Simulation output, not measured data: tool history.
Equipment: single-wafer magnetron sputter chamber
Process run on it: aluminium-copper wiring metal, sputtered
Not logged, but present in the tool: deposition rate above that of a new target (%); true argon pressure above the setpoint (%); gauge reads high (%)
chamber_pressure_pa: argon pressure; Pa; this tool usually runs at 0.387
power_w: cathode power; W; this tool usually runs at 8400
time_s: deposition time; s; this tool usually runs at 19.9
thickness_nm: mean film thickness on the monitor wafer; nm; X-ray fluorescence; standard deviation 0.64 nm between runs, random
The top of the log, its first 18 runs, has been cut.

| run | day | chamber_pressure_pa | power_w | time_s | wafers since the last listed run | wafers on the sputter target | hours since the last manometer calibration | hours since the magnet pack was replaced | hours since the gauge calibration | read-back reference wafer on the same gauge, thickness_nm | thickness_nm |
|---|---|---|---|---|---|---|---|---|---|---|---|
| 19 | 35.904 | 0.334 | 9850 | 19.9 | 1911 | 14966 | 815.2 | 417.7 | 145.2 | 296.969 | 354.122 |
| 20 | 37.946 | 0.387 | 8400 | 19.9 | 2049 | 17015 | 864.2 | 466.7 | 194.2 | 296.860 | 295.230 |
|  | 39.333 | sputter target and shields replaced |
| 21 | 39.354 | 0.456 | 7700 | 23.2 | 1079 | 20 | 898.0 | 500.5 | 228.0 | 296.940 | 312.707 |
| 22 | 41.638 | 0.387 | 8400 | 19.9 | 2291 | 2312 | 952.8 | 555.3 | 282.8 | 297.049 | 300.647 |
| 23 | 44.329 | 0.387 | 8400 | 19.9 | 2701 | 5014 | 1017.4 | 619.9 | 347.4 | 296.794 | 298.464 |
| 24 | 45.708 | 0.504 | 8400 | 16.3 | 1384 | 6398 | 1050.5 | 653.0 | 380.5 | 296.793 | 232.141 |
| 25 | 48.412 | 0.430 | 7050 | 22.2 | 2714 | 9112 | 1115.4 | 717.9 | 445.4 | 296.998 | 273.835 |
|  | 53.583 | capacitance manometer re-zeroed and calibrated |
| 26 | 55.808 | 0.344 | 8400 | 16.5 | 7089 | 16202 | 53.4 | 895.4 | 622.9 | 296.978 | 249.504 |
|  | 58.179 | sputter target and shields replaced |
| 27 | 58.725 | 0.387 | 10100 | 17.1 | 2593 | 548 | 123.4 | 965.4 | 692.9 | 297.070 | 310.666 |
| 28 | 61.300 | 0.310 | 8400 | 19.9 | 2584 | 3132 | 185.2 | 1027.2 | 754.7 | 296.961 | 308.998 |
| 29 | 63.962 | 0.387 | 7700 | 18.0 | 2672 | 5805 | 249.1 | 1091.1 | 818.6 | 296.929 | 247.121 |
| 30 | 66.917 | 0.387 | 8400 | 19.9 | 2965 | 8770 | 320.0 | 1162.0 | 889.5 | 297.208 | 297.654 |

For run 31, what comes out?
| 31 | 69.117 | 0.387 | 7150 | 23.6 | 2208 | 10979 | 372.8 | 1214.8 | 942.3 | ? | ? |

read-back reference wafer on the same gauge, thickness_nm: 297.182
thickness_nm: 300.638 nm
If the tool had no hidden condition, the same run with the same run-to-run variation would have returned thickness_nm 304.364 nm.
